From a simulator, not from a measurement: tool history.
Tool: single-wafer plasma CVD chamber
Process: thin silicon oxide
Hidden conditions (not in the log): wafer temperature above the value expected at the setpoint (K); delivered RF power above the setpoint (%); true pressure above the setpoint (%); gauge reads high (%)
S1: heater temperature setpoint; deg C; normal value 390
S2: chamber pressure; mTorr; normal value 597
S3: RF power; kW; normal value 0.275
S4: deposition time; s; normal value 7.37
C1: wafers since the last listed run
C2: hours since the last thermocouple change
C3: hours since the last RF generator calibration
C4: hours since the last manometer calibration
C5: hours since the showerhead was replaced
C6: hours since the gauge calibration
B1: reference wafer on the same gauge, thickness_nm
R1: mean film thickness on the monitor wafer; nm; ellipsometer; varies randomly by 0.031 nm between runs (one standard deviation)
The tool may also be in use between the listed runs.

run,hour,S1,S2,S3,S4,C1,C2,C3,C4,C5,C6,B1,R1
1,0,390,597,0.275,7.37,0,2696.8,882.2,1855.7,7125.1,213.5,11.182,9.297
# hour 5.6: gauge calibrated
2,16.9,390,597,0.275,7.37,694,2713.7,899.1,1872.6,7142,11.3,11.195,9.373
3,33.8,390,548,0.275,7.37,694,2730.6,916,1889.5,7158.9,28.2,11.197,8.486
4,43.7,390,548,0.275,7.37,406,2740.5,925.9,1899.4,7168.8,38.1,11.203,8.529
5,55.1,384,597,0.275,7.37,468,2751.9,937.3,1910.8,7180.2,49.5,11.217,9.355
6,71.9,384,597,0.275,7.37,690,2768.7,954.1,1927.6,7197,66.3,11.189,9.337
7,88.3,390,549,0.315,7.37,673,2785.1,970.5,1944,7213.4,82.7,11.199,9.113
8,97.4,390,549,0.315,7.37,373,2794.2,979.6,1953.1,7222.5,91.8,11.197,9.114
9,110,390,549,0.315,7.37,517,2806.8,992.2,1965.7,7235.1,104.4,11.205,9.195
10,125.8,390,597,0.275,7.37,649,2822.6,1008,1981.5,7250.9,120.2,11.194,9.27
11,134.8,390,597,0.275,7.37,369,2831.6,1017,1990.5,7259.9,129.2,11.2,9.283
12,141.9,390,597,0.275,7.37,291,2838.7,1024.1,1997.6,7267,136.3,11.211,9.298
# hour 158.1: capacitance manometer re-zeroed and calibrated
# hour 162.5: showerhead replaced
13,163,390,597,0.275,7.37,358,2859.8,1045.2,4.9,0.5,157.4,11.191,9.913
14,171.9,390,597,0.275,7.37,365,2868.7,1054.1,13.8,9.4,166.3,11.204,9.905
15,181.1,390,499,0.26,8.11,378,2877.9,1063.3,23,18.6,175.5,11.21,8.768
16,190.4,390,489,0.275,8.54,382,2887.2,1072.6,32.3,27.9,184.8,11.2,9.325
# hour 202: RF generator calibrated
17,202.5,390,661,0.245,6.79,168,2899.3,0.5,44.4,40,196.9,11.184,9.874

Forecast run 18:
# hour 213.9: thermocouple changed; heater temperature recalibrated
18,214.4,390,702,0.325,7.37,160,0.5,12.4,56.3,51.9,208.8,?,?

Run 18 produced B1 11.215, R1 13.172 nm.
The same run, on a tool lacking any hidden state, would have yielded R1 13.322 nm.
